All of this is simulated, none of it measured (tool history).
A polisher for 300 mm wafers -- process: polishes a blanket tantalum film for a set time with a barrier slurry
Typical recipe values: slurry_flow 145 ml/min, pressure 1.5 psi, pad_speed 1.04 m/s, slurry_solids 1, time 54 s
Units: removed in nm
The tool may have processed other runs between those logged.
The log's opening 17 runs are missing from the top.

run   hour  slurry_flow  pressure  pad_speed  slurry_solids  time  incoming thickness of the incoming film, nm  removed
 18  443.2          170       1.1        1.2              1    60                                        456.2     73.4
     458.4  -- slurry blender recalibrated
 19  466.7          145       1.5       1.04              1    54                                        447.5     76.6
     476.9  -- slurry nozzle cleaned
 20  489.4          190       1.5       1.34           0.75    41                                        445.8     78.1
 21  510.9          190       1.5       1.24              1    41                                        445.4     78.6
 22  538.4          145       1.5       1.04            0.9    54                                        454.4     78.3
     549.3  -- worn pad replaced by a new one
 23  574.4          145       1.5       1.04              1    54                                        459.6     78.5
 24  607.1          145       1.1       1.04              1    54                                        445.6     64.3
 25  641.9          145       1.5       1.04              1    54                                        456.5     75.9

Estimate the outcome of run 26 from the log above:
 26  660.7          175       1.5       1.04              1    41                                        454.7        ?

removed: 58.1 nm
If the tool had no hidden condition, the same run with the same run-to-run variation would have returned removed 65 nm.
